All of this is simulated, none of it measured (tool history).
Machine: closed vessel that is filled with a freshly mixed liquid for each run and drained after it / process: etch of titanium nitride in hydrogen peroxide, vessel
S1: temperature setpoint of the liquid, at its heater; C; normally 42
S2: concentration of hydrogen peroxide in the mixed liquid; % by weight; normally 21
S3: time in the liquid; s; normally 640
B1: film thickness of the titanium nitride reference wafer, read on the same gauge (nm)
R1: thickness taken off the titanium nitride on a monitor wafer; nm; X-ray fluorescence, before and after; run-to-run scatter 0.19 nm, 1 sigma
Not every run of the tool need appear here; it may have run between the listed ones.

run	hour	S1	S2	S3	B1	R1
1	0	42	21	640	118.46	21.42
2	52.5	42	21	515	118.53	17.6
3	100.4	42	21	515	118.64	17.9
4	168.6	42	21	515	118.71	17.7
5	208.6	47	21	640	118.83	32.5
6	294.4	42	15	775	118.94	24.86
7	336.9	42	21	640	119	21.95
8	403.6	42	21	935	119.07	32.38
# hour 417.1: thermometer replaced
9	502.6	42	21	640	119.21	22.06
10	585.7	42	15	640	119.29	20.73
11	675.6	42	26	640	119.41	22.74
12	754.1	46.5	21	480	119.45	23.23
13	817.7	37.5	21	640	119.51	15.64
# hour 847.2: new drum of peroxide connected
14	896.9	42	21	640	119.56	22.01
15	960.1	42	21	640	119.56	22.14
# hour 1010.8: gauge calibrated
16	1048.9	34.5	21	850	110.19	15.23
17	1106.8	34.5	23.5	870	110.73	16.11
18	1183.6	42	21	640	111.47	20.58
19	1257.9	39	15	420	112.15	10.02
20	1302.4	42	23	640	112.48	21.16
21	1543.3	39	21	290	114.15	7.56
22	1595.6	42	21	640	114.5	21.35
23	1661.6	37.5	16	410	114.87	9.09
24	1760.3	50.5	21	640	115.35	39.98
25	1865.7	32	19	970	115.88	14.72
26	1904.2	42	21	640	116.05	21.13
27	1964.6	42	21	825	116.29	27.69
# hour 1987.7: peroxide flow meter replaced
28	2024.5	42	21	640	116.51	21.55

Below are 5 alternative next runs, each starting from the tool's condition after run 28. Predict each:
A	2025.3	42	21	300	?	?
B	2025.3	35	17	640	?	?
C	2025.3	50.5	21	475	?	?
D	2025.3	51	16	640	?	?
E	2025.3	42	21	845	?	?

run	B1	R1
A	116.52	10.06
B	116.52	11.91
C	116.52	29.86
D	116.52	39.36
E	116.52	28.33
Without the tool's unlogged condition, the same runs would have read:
run	R1
A	9.5
B	11.24
C	28.19
D	37.16
E	26.75
